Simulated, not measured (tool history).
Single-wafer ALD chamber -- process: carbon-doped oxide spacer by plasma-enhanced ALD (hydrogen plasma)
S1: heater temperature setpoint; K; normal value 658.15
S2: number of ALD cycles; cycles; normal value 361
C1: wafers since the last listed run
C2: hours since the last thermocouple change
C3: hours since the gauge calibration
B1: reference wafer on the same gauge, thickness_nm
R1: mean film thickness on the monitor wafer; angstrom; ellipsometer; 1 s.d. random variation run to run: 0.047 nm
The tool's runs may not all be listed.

{"run": 1, "hour": 0.0, "S1": 654.15, "S2": 399, "C1": 0, "C2": 1197.2, "C3": 213.9, "B1": 17.315, "R1": 208.08}
{"run": 2, "hour": 31.9, "S1": 654.15, "S2": 399, "C1": 39, "C2": 1229.1, "C3": 245.8, "B1": 17.334, "R1": 208.3}
{"run": 3, "hour": 49.1, "S1": 658.15, "S2": 361, "C1": 21, "C2": 1246.3, "C3": 263.0, "B1": 17.348, "R1": 188.58}
{"run": 4, "hour": 71.4, "S1": 658.15, "S2": 361, "C1": 27, "C2": 1268.6, "C3": 285.3, "B1": 17.334, "R1": 187.59}
{"run": 5, "hour": 101.1, "S1": 658.15, "S2": 361, "C1": 36, "C2": 1298.3, "C3": 315.0, "B1": 17.343, "R1": 189.09}
{"run": 6, "hour": 132.6, "S1": 658.15, "S2": 361, "C1": 38, "C2": 1329.8, "C3": 346.5, "B1": 17.367, "R1": 188.75}
{"run": 7, "hour": 165.4, "S1": 658.15, "S2": 361, "C1": 40, "C2": 1362.6, "C3": 379.3, "B1": 17.376, "R1": 188.42}
{"run": 8, "hour": 197.8, "S1": 658.15, "S2": 361, "C1": 40, "C2": 1395.0, "C3": 411.7, "B1": 17.386, "R1": 189.98}
{"run": 9, "hour": 228.9, "S1": 665.15, "S2": 361, "C1": 38, "C2": 1426.1, "C3": 442.8, "B1": 17.373, "R1": 188.85}
{"run": 10, "hour": 254.4, "S1": 665.15, "S2": 361, "C1": 31, "C2": 1451.6, "C3": 468.3, "B1": 17.398, "R1": 188.41}
{"run": 11, "hour": 272.0, "S1": 665.15, "S2": 361, "C1": 21, "C2": 1469.2, "C3": 485.9, "B1": 17.407, "R1": 189.5}
{"run": 12, "hour": 304.3, "S1": 658.15, "S2": 311, "C1": 39, "C2": 1501.5, "C3": 518.2, "B1": 17.415, "R1": 162.92}
{"run": 13, "hour": 331.8, "S1": 654.15, "S2": 332, "C1": 34, "C2": 1529.0, "C3": 545.7, "B1": 17.449, "R1": 174.92}
{"run": 14, "hour": 367.5, "S1": 658.15, "S2": 361, "C1": 44, "C2": 1564.7, "C3": 581.4, "B1": 17.454, "R1": 190.44}
{"run": 15, "hour": 395.2, "S1": 651.15, "S2": 361, "C1": 34, "C2": 1592.4, "C3": 609.1, "B1": 17.48, "R1": 189.0}
{"run": 16, "hour": 416.0, "S1": 651.15, "S2": 361, "C1": 25, "C2": 1613.2, "C3": 629.9, "B1": 17.484, "R1": 189.63}
{"run": 17, "hour": 486.5, "S1": 658.15, "S2": 381, "C1": 87, "C2": 1683.7, "C3": 700.4, "B1": 17.523, "R1": 201.03}
{"run": 18, "hour": 508.6, "S1": 658.15, "S2": 381, "C1": 27, "C2": 1705.8, "C3": 722.5, "B1": 17.55, "R1": 200.88}
{"run": 19, "hour": 524.3, "S1": 658.15, "S2": 361, "C1": 19, "C2": 1721.5, "C3": 738.2, "B1": 17.56, "R1": 191.28}
{"run": 20, "hour": 552.0, "S1": 658.15, "S2": 361, "C1": 34, "C2": 1749.2, "C3": 765.9, "B1": 17.583, "R1": 190.83}
{"run": 21, "hour": 569.5, "S1": 658.15, "S2": 361, "C1": 21, "C2": 1766.7, "C3": 783.4, "B1": 17.577, "R1": 191.39}
{"run": 22, "hour": 593.4, "S1": 658.15, "S2": 361, "C1": 29, "C2": 1790.6, "C3": 807.3, "B1": 17.607, "R1": 191.83}
{"hour": 673.1, "done": "gauge calibrated"}
{"run": 23, "hour": 677.0, "S1": 645.15, "S2": 304, "C1": 103, "C2": 1874.2, "C3": 3.9, "B1": 17.312, "R1": 158.25}
{"run": 24, "hour": 704.4, "S1": 667.15, "S2": 361, "C1": 33, "C2": 1901.6, "C3": 31.3, "B1": 17.319, "R1": 188.63}
{"run": 25, "hour": 716.7, "S1": 658.15, "S2": 361, "C1": 15, "C2": 1913.9, "C3": 43.6, "B1": 17.305, "R1": 187.96}
{"run": 26, "hour": 771.2, "S1": 665.15, "S2": 337, "C1": 67, "C2": 1968.4, "C3": 98.1, "B1": 17.309, "R1": 175.56}
{"run": 27, "hour": 797.9, "S1": 649.15, "S2": 392, "C1": 33, "C2": 1995.1, "C3": 124.8, "B1": 17.325, "R1": 204.87}
{"hour": 819.7, "done": "thermocouple changed; heater temperature recalibrated"}
{"run": 28, "hour": 832.7, "S1": 667.15, "S2": 383, "C1": 33, "C2": 13.0, "C3": 159.6, "B1": 17.323, "R1": 199.59}
{"run": 29, "hour": 863.2, "S1": 658.15, "S2": 361, "C1": 37, "C2": 43.5, "C3": 190.1, "B1": 17.346, "R1": 189.04}
{"run": 30, "hour": 889.8, "S1": 658.15, "S2": 329, "C1": 32, "C2": 70.1, "C3": 216.7, "B1": 17.337, "R1": 172.01}
{"run": 31, "hour": 906.0, "S1": 658.15, "S2": 408, "C1": 20, "C2": 86.3, "C3": 232.9, "B1": 17.333, "R1": 213.4}
{"run": 32, "hour": 919.3, "S1": 658.15, "S2": 361, "C1": 16, "C2": 99.6, "C3": 246.2, "B1": 17.335, "R1": 187.87}
{"run": 33, "hour": 932.7, "S1": 645.15, "S2": 404, "C1": 16, "C2": 113.0, "C3": 259.6, "B1": 17.337, "R1": 211.47}
{"run": 34, "hour": 963.7, "S1": 670.15, "S2": 312, "C1": 38, "C2": 144.0, "C3": 290.6, "B1": 17.338, "R1": 163.13}
{"run": 35, "hour": 994.0, "S1": 658.15, "S2": 361, "C1": 37, "C2": 174.3, "C3": 320.9, "B1": 17.38, "R1": 188.56}
{"run": 36, "hour": 1016.9, "S1": 658.15, "S2": 298, "C1": 28, "C2": 197.2, "C3": 343.8, "B1": 17.37, "R1": 155.97}
{"run": 37, "hour": 1033.2, "S1": 663.15, "S2": 297, "C1": 20, "C2": 213.5, "C3": 360.1, "B1": 17.38, "R1": 155.35}
{"run": 38, "hour": 1068.4, "S1": 648.15, "S2": 427, "C1": 43, "C2": 248.7, "C3": 395.3, "B1": 17.378, "R1": 223.12}
{"run": 39, "hour": 1096.2, "S1": 652.15, "S2": 431, "C1": 34, "C2": 276.5, "C3": 423.1, "B1": 17.402, "R1": 225.61}
{"run": 40, "hour": 1186.6, "S1": 643.15, "S2": 383, "C1": 111, "C2": 366.9, "C3": 513.5, "B1": 17.425, "R1": 200.55}
{"run": 41, "hour": 1201.8, "S1": 658.15, "S2": 361, "C1": 18, "C2": 382.1, "C3": 528.7, "B1": 17.439, "R1": 189.96}
{"run": 42, "hour": 1214.0, "S1": 658.15, "S2": 361, "C1": 15, "C2": 394.3, "C3": 540.9, "B1": 17.449, "R1": 189.63}
{"run": 43, "hour": 1237.1, "S1": 658.15, "S2": 361, "C1": 28, "C2": 417.4, "C3": 564.0, "B1": 17.464, "R1": 190.67}
{"run": 44, "hour": 1255.4, "S1": 666.15, "S2": 293, "C1": 22, "C2": 435.7, "C3": 582.3, "B1": 17.472, "R1": 153.76}

List, for all runs, the conditions of the tool that the log does not record:
wafer temperature above the value expected at the setpoint (K): 0 in every run
H1: gauge reads high (%)
run=1 H1=0.105
run=2 H1=0.145
run=3 H1=0.168
run=4 H1=0.201
run=5 H1=0.25
run=6 H1=0.306
run=7 H1=0.371
run=8 H1=0.44
run=9 H1=0.512
run=10 H1=0.575
run=11 H1=0.621
run=12 H1=0.708
run=13 H1=0.788
run=14 H1=0.897
run=15 H1=0.986
run=16 H1=1.06
run=17 H1=1.31
run=18 H1=1.39
run=19 H1=1.46
run=20 H1=1.57
run=21 H1=1.64
run=22 H1=1.75
run=23 H1=0.101
run=24 H1=0.103
run=25 H1=0.106
run=26 H1=0.127
run=27 H1=0.143
run=28 H1=0.17
run=29 H1=0.199
run=30 H1=0.228
run=31 H1=0.248
run=32 H1=0.265
run=33 H1=0.283
run=34 H1=0.33
run=35 H1=0.38
run=36 H1=0.421
run=37 H1=0.452
run=38 H1=0.524
run=39 H1=0.586
run=40 H1=0.815
run=41 H1=0.858
run=42 H1=0.893
run=43 H1=0.963
run=44 H1=1.02
